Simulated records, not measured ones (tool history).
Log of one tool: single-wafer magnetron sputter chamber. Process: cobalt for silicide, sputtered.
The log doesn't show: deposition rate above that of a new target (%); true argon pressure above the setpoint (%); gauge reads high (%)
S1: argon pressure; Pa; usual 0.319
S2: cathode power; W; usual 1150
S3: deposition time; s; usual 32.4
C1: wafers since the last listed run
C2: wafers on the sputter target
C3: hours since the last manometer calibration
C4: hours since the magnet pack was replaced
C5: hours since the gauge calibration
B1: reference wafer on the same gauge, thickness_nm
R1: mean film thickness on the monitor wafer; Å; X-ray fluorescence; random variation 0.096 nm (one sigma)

run 1 hour=0 | S1=0.319 S2=1150 S3=32.4 | C1=0 C2=3813 C3=1155.6 C4=6788.9 C5=375.5 | B1=22.295 | R1=189.83
run 2 hour=25.3 | S1=0.319 S2=1050 S3=29.4 | C1=366 C2=4179 C3=1180.9 C4=6814.2 C5=400.8 | B1=22.248 | R1=158.63
run 3 hour=53.1 | S1=0.319 S2=1150 S3=32.4 | C1=402 C2=4582 C3=1208.7 C4=6842 C5=428.6 | B1=22.222 | R1=192.28
run 4 hour=84.1 | S1=0.319 S2=1150 S3=32.4 | C1=448 C2=5031 C3=1239.7 C4=6873 C5=459.6 | B1=22.2 | R1=190.97
run 5 hour=100.7 | S1=0.319 S2=1150 S3=30.2 | C1=240 C2=5271 C3=1256.3 C4=6889.6 C5=476.2 | B1=22.2 | R1=177.33
run 6 hour=119.5 | S1=0.319 S2=1150 S3=30.2 | C1=272 C2=5543 C3=1275.1 C4=6908.4 C5=495 | B1=22.157 | R1=177.85
-- hour=122.7 gauge calibrated
run 7 hour=131.5 | S1=0.319 S2=1150 S3=32.4 | C1=173 C2=5717 C3=1287.1 C4=6920.4 C5=8.8 | B1=22.584 | R1=192.65
-- hour=162.4 sputter target and shields replaced
run 8 hour=162.9 | S1=0.319 S2=1150 S3=32.4 | C1=338 C2=7 C3=1318.5 C4=6951.8 C5=40.2 | B1=22.527 | R1=193.98
-- hour=172.4 magnet pack replaced
run 9 hour=189.2 | S1=0.418 S2=900 S3=26.4 | C1=265 C2=272 C3=1344.8 C4=16.8 C5=66.5 | B1=22.521 | R1=122.72
run 10 hour=229.8 | S1=0.319 S2=1000 S3=32.4 | C1=587 C2=860 C3=1385.4 C4=57.4 C5=107.1 | B1=22.475 | R1=171.12
run 11 hour=243.7 | S1=0.439 S2=950 S3=32.4 | C1=201 C2=1061 C3=1399.3 C4=71.3 C5=121 | B1=22.491 | R1=154.82
run 12 hour=263.9 | S1=0.355 S2=950 S3=35.7 | C1=292 C2=1354 C3=1419.5 C4=91.5 C5=141.2 | B1=22.479 | R1=175.84
-- hour=278.9 capacitance manometer re-zeroed and calibrated
run 13 hour=279.2 | S1=0.319 S2=1150 S3=32.4 | C1=105 C2=1459 C3=0.3 C4=106.8 C5=156.5 | B1=22.427 | R1=193.03
run 14 hour=309.5 | S1=0.225 S2=1250 S3=30.5 | C1=438 C2=1898 C3=30.6 C4=137.1 C5=186.8 | B1=22.358 | R1=203.41
run 15 hour=379.5 | S1=0.253 S2=1150 S3=30.4 | C1=1013 C2=2912 C3=100.6 C4=207.1 C5=256.8 | B1=22.331 | R1=184.83
run 16 hour=392.2 | S1=0.319 S2=1150 S3=32.4 | C1=183 C2=3096 C3=113.3 C4=219.8 C5=269.5 | B1=22.392 | R1=191.39

How the hidden state differs across the entries between the runs, from the last listed run before each to the first after it:
Between runs 6 and 7: gauge calibrated (hour 122.7)
  gauge reads high (%): -1.9 -> -0.0721
  measured less the result without the state, R1: -3.44 -> -0.14 Å
Between runs 7 and 8: sputter target and shields replaced (hour 162.4)
  gauge reads high (%): -0.0721 -> -0.198
  measured less the result without the state, R1: -0.14 -> -0.39 Å
Between runs 8 and 9: magnet pack replaced (hour 172.4)
  gauge reads high (%): -0.198 -> -0.303
  measured less the result without the state, R1: -0.39 -> -0.37 Å
Between runs 12 and 13: capacitance manometer re-zeroed and calibrated (hour 278.9)
  gauge reads high (%): -0.602 -> -0.663
  measured less the result without the state, R1: -1.06 -> -1.29 Å
